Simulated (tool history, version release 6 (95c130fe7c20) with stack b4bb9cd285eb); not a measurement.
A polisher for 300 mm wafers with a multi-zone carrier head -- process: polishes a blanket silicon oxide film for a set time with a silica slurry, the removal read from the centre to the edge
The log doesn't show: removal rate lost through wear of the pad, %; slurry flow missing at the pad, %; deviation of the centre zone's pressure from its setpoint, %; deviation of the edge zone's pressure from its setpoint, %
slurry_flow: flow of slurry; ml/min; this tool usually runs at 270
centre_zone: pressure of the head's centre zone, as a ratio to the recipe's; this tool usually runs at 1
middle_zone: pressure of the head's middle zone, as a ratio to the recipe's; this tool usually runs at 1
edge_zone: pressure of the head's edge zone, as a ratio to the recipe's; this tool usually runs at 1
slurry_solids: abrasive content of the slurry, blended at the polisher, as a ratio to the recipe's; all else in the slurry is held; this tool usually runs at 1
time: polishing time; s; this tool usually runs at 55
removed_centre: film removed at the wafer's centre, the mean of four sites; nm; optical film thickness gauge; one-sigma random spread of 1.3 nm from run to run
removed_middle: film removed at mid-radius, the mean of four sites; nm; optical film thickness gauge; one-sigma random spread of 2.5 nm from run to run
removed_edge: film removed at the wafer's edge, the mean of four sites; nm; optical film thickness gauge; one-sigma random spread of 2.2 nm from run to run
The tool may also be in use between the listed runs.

| run | day | slurry_flow | centre_zone | middle_zone | edge_zone | slurry_solids | time | wafers since the last listed run | wafers polished on this pad | hours since the slurry nozzle was cleaned | hours since the centre zone pressure was calibrated | hours since the edge zone pressure was calibrated | hours since the carrier head's membrane was replaced | incoming thickness of the incoming film, nm | removed_centre | removed_middle | removed_edge |
|---|---|---|---|---|---|---|---|---|---|---|---|---|---|---|---|---|---|
| 1 | 0 | 220 | 1.11 | 0.93 | 1 | 1.15 | 55 | 0 | 1604 | 453.5 | 596.9 | 12.2 | 864.3 | 1570 | 194.1 | 159.2 | 176.7 |
|  | 0.592 | worn pad replaced by a new one |
| 2 | 1.392 | 270 | 1 | 1 | 1 | 1 | 55 | 223 | 146 | 486.9 | 630.3 | 45.6 | 897.7 | 1605.2 | 174.4 | 163.7 | 174.4 |
| 3 | 2.817 | 270 | 1.06 | 0.89 | 1 | 0.7 | 48 | 260 | 406 | 521.1 | 664.5 | 79.8 | 931.9 | 1589.5 | 143.8 | 115.6 | 133.1 |
| 4 | 5.375 | 270 | 1.06 | 0.89 | 1 | 0.7 | 48 | 467 | 873 | 582.5 | 725.9 | 141.2 | 993.3 | 1574.3 | 143.8 | 118 | 133.7 |
| 5 | 7.242 | 295 | 1 | 1 | 1 | 1.15 | 46 | 340 | 1214 | 627.3 | 770.7 | 186 | 1038.1 | 1568.5 | 156.8 | 147.3 | 148.9 |
| 6 | 7.983 | 295 | 1.04 | 1.08 | 1 | 1 | 45 | 135 | 1349 | 645.1 | 788.5 | 203.8 | 1055.9 | 1586 | 153.1 | 145.8 | 137.5 |
| 7 | 8.704 | 210 | 1 | 1 | 1 | 1 | 55 | 131 | 1481 | 662.4 | 805.8 | 221.1 | 1073.2 | 1602.5 | 168.2 | 160.3 | 165.1 |
|  | 9.167 | slurry nozzle cleaned |
| 8 | 9.358 | 355 | 1.1 | 1 | 1 | 1 | 55 | 111 | 1593 | 4.6 | 821.5 | 236.8 | 1088.9 | 1609.1 | 198.8 | 176.3 | 178 |
|  | 10.029 | worn pad replaced by a new one |
| 9 | 10.625 | 270 | 1 | 1.06 | 1 | 0.85 | 55 | 200 | 108 | 35 | 851.9 | 267.2 | 1119.3 | 1616.4 | 166.7 | 169.1 | 165.6 |
|  | 10.796 | centre zone pressure recalibrated |
|  | 11.7 | carrier head's membrane replaced by a new one |
| 10 | 12.121 | 270 | 0.95 | 1 | 1.07 | 1 | 55 | 219 | 328 | 70.9 | 31.8 | 303.1 | 10.1 | 1593.6 | 157.2 | 164.3 | 177.6 |
| 11 | 13.3 | 270 | 1.04 | 1 | 0.92 | 1.15 | 66 | 215 | 544 | 99.2 | 60.1 | 331.4 | 38.4 | 1615.5 | 224.4 | 205.1 | 211.8 |
| 12 | 14.667 | 270 | 1 | 1 | 1 | 1.1 | 55 | 249 | 793 | 132 | 92.9 | 364.2 | 71.2 | 1616.6 | 174.2 | 170.6 | 180.6 |
| 13 | 15.921 | 270 | 1 | 1 | 1.07 | 1 | 40 | 228 | 1022 | 162.1 | 123 | 394.3 | 101.3 | 1587 | 122.5 | 121.4 | 130.8 |
| 14 | 16.808 | 270 | 1 | 1 | 1 | 1 | 55 | 162 | 1184 | 183.4 | 144.3 | 415.6 | 122.6 | 1590.1 | 169.8 | 166.5 | 166.8 |
| 15 | 18.162 | 270 | 1 | 1 | 1 | 1.15 | 55 | 247 | 1431 | 215.9 | 176.8 | 448.1 | 155.1 | 1600.1 | 180.1 | 174.6 | 174.9 |
|  | 18.317 | edge zone pressure recalibrated |
| 16 | 18.729 | 270 | 1 | 1 | 1 | 1 | 68 | 88 | 1520 | 229.5 | 190.4 | 9.9 | 168.7 | 1610.4 | 208.7 | 209.9 | 213.5 |
| 17 | 19.817 | 270 | 1 | 1 | 1 | 1 | 55 | 198 | 1718 | 255.6 | 216.5 | 36 | 194.8 | 1592 | 170.8 | 169.2 | 169.5 |

Run 18 comes next. What will it give?
|  | 20.829 | worn pad replaced by a new one |
| 18 | 21.212 | 270 | 1 | 1 | 0.89 | 1 | 55 | 224 | 70 | 289.1 | 250 | 69.5 | 228.3 | 1595.9 | ? | ? | ? |

{"run 18": {"removed_centre": 171.1, "removed_middle": 166.7, "removed_edge": 165.4}}
Were there no unlogged condition in the tool, this run, its random variation unchanged, would have produced removed_centre 170.2 nm, removed_middle 166.7 nm, removed_edge 165.4 nm.
